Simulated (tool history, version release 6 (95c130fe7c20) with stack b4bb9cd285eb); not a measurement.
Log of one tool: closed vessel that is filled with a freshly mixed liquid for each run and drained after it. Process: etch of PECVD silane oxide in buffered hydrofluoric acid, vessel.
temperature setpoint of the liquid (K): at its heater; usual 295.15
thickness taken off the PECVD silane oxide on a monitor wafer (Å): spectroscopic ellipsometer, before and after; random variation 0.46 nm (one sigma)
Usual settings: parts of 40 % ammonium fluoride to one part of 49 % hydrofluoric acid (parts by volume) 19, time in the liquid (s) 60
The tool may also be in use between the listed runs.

run,hour,temperature setpoint of the liquid (K),parts of 40 % ammonium fluoride to one part of 49 % hydrofluoric acid (parts by volume),time in the liquid (s),"read-back film thickness of the PECVD silane oxide reference wafer, read on the same gauge (nm)",thickness taken off the PECVD silane oxide on a monitor wafer (Å)
1,0,295.15,19,60,30.01,1079.1
2,47.4,295.15,19,60,29.96,1077.4
3,130.8,295.15,19,60,29.97,1059.9
4,170.6,295.15,19,60,30.02,1068
5,236.9,295.15,19,60,29.96,1067.4
6,304.8,295.15,19,60,30.01,1062.8
7,368.3,295.15,19,60,29.97,1054.9
8,445.9,295.15,19,60,30,1051.1
9,503.1,295.15,19,40,30.01,700.7
# hour 531.1: gauge calibrated
10,591.2,297.15,25,40,29.98,628.4
# hour 594: thermometer replaced
11,630.3,297.15,19,60,29.99,1121.6
12,681.5,295.15,19,60,30.02,1008.1
# hour 739.8: hydrofluoric acid flow meter replaced
13,758.4,293.15,19,80,30.03,1191.7
14,805.7,295.15,19,60,29.96,989.8
# hour 829.4: thermometer replaced, repeated, since the last time left the tool worse
15,881.9,299.15,19,60,29.98,1377.7
16,973.3,291.65,17,30,30.05,503.7
17,1038.8,295.15,19,60,30.03,1088.2

Forecast each of these 3 alternatives for the next run:
A,1039.5,295.15,19,60,?,?
B,1039.5,295.15,17,30,?,?
C,1039.5,299.15,25,75,?,?

run,"read-back film thickness of the PECVD silane oxide reference wafer, read on the same gauge (nm)",thickness taken off the PECVD silane oxide on a monitor wafer (Å)
A,30,1093.4
B,30,610.1
C,30,1387.9
Without the tool's hidden state the same runs would have given:
run,thickness taken off the PECVD silane oxide on a monitor wafer (Å)
A,1106.2
B,617.3
C,1403.8
